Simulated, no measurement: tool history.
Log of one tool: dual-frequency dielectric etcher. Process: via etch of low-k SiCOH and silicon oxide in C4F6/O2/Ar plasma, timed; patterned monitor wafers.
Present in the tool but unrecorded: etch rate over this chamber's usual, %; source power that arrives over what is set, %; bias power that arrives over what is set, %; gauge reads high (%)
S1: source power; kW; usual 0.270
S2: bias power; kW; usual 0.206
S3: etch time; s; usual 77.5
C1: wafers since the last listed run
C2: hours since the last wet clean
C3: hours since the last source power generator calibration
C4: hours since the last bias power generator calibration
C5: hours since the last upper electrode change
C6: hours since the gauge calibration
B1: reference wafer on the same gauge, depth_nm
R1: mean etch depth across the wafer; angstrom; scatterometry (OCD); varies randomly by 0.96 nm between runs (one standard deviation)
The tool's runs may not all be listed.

run   hour     S1     S2     S3   C1     C2      C3      C4      C5     C6     B1    R1
  1    0.0  0.270  0.206   77.5    0  186.0  2355.4  4855.2  3218.1  353.4  150.0  1942
  2   11.6  0.270  0.206   77.5  148  197.6  2367.0  4866.8  3229.7  365.0  150.0  1938
  3   22.0  0.270  0.206   77.5  133  208.0  2377.4  4877.2  3240.1  375.4  150.1  1936
  4   28.7  0.270  0.206   77.5   85  214.7  2384.1  4883.9  3246.8  382.1  150.1  1931
  5   35.0  0.320  0.206   77.5   80  221.0  2390.4  4890.2  3253.1  388.4  150.0  2069
  6   42.0  0.320  0.206   77.5   89  228.0  2397.4  4897.2  3260.1  395.4  150.0  2084
  7   73.2  0.320  0.206   77.5  400  259.2  2428.6  4928.4  3291.3  426.6  150.0  2078
  8  112.0  0.270  0.206   77.5  498  298.0  2467.4  4967.2  3330.1  465.4  150.0  1964
     136.9  -- gauge calibrated
     139.1  -- source power generator calibrated
     150.0  -- upper electrode replaced
  9  150.5  0.270  0.206   77.5  302  336.5    11.4  5005.7     0.5   13.6  150.0  1978
 10  150.8  0.270  0.180   77.5    3  336.8    11.7  5006.0     0.8   13.9  149.9  1897
 11  162.4  0.270  0.180   77.5  148  348.4    23.3  5017.6    12.4   25.5  150.2  1878
     186.7  -- wet clean of the chamber
 12  187.2  0.230  0.206   61.5   10    0.5    48.1  5042.4    37.2   50.3  150.1  1399
 13  187.6  0.270  0.206   77.5    5    0.9    48.5  5042.8    37.6   50.7  150.2  1874
 14  193.6  0.270  0.233   62.5   77    6.9    54.5  5048.8    43.6   56.7  150.0  1568
 15  209.8  0.330  0.190   91.0  207   23.1    70.7  5065.0    59.8   72.9  150.0  2315
 16  217.5  0.270  0.206   77.5   98   30.8    78.4  5072.7    67.5   80.6  149.9  1877
 17  232.8  0.240  0.206   77.5  196   46.1    93.7  5088.0    82.8   95.9  150.0  1786
 18  239.0  0.270  0.160   87.0   79   52.3    99.9  5094.2    89.0  102.1  150.0  1972
 19  255.2  0.210  0.206   56.5  207   68.5   116.1  5110.4   105.2  118.3  149.9  1244
 20  265.1  0.270  0.223   77.5  127   78.4   126.0  5120.3   115.1  128.2  149.9  1952
 21  273.5  0.320  0.257   86.0  107   86.8   134.4  5128.7   123.5  136.6  149.9  2413
     279.0  -- bias power generator calibrated
 22  283.0  0.270  0.206   77.5   70   96.3   143.9     4.0   133.0  146.1  150.1  1912
 23  293.7  0.330  0.158   60.0  137  107.0   154.6    14.7   143.7  156.8  150.1  1474
 24  307.6  0.270  0.206   77.5  178  120.9   168.5    28.6   157.6  170.7  150.0  1892
 25  321.5  0.250  0.164   63.5  178  134.8   182.4    42.5   171.5  184.6  150.0  1408
 26  328.8  0.320  0.257   86.0   93  142.1   189.7    49.8   178.8  191.9  150.0  2443
 27  346.1  0.300  0.225  100.0  222  159.4   207.0    67.1   196.1  209.2  150.0  2640
 28  360.5  0.310  0.161   77.5  184  173.8   221.4    81.5   210.5  223.6  150.0  1862
 29  372.1  0.270  0.206   77.5  148  185.4   233.0    93.1   222.1  235.2  150.0  1909
 30  388.1  0.270  0.241   77.5  205  201.4   249.0   109.1   238.1  251.2  150.0  2004
 31  403.1  0.330  0.206   58.5  192  216.4   264.0   124.1   253.1  266.2  149.9  1572

State the hidden condition of the tool at each of the runs:
source power that arrives over what is set, %: 0 in every run
bias power that arrives over what is set, %: 0 in every run
gauge reads high (%): 0 in every run
H1: etch rate over this chamber's usual, %
run     H1
  1   3.18
  2   3.35
  3    3.5
  4    3.6
  5   3.69
  6   3.79
  7   4.24
  8    4.8
  9   5.35
 10   5.35
 11   5.52
 12  0.268
 13  0.274
 14   0.36
 15  0.593
 16  0.704
 17  0.924
 18   1.01
 19   1.25
 20   1.39
 21   1.51
 22   1.65
 23    1.8
 24      2
 25    2.2
 26   2.31
 27   2.56
 28   2.76
 29   2.93
 30   3.16
 31   3.38
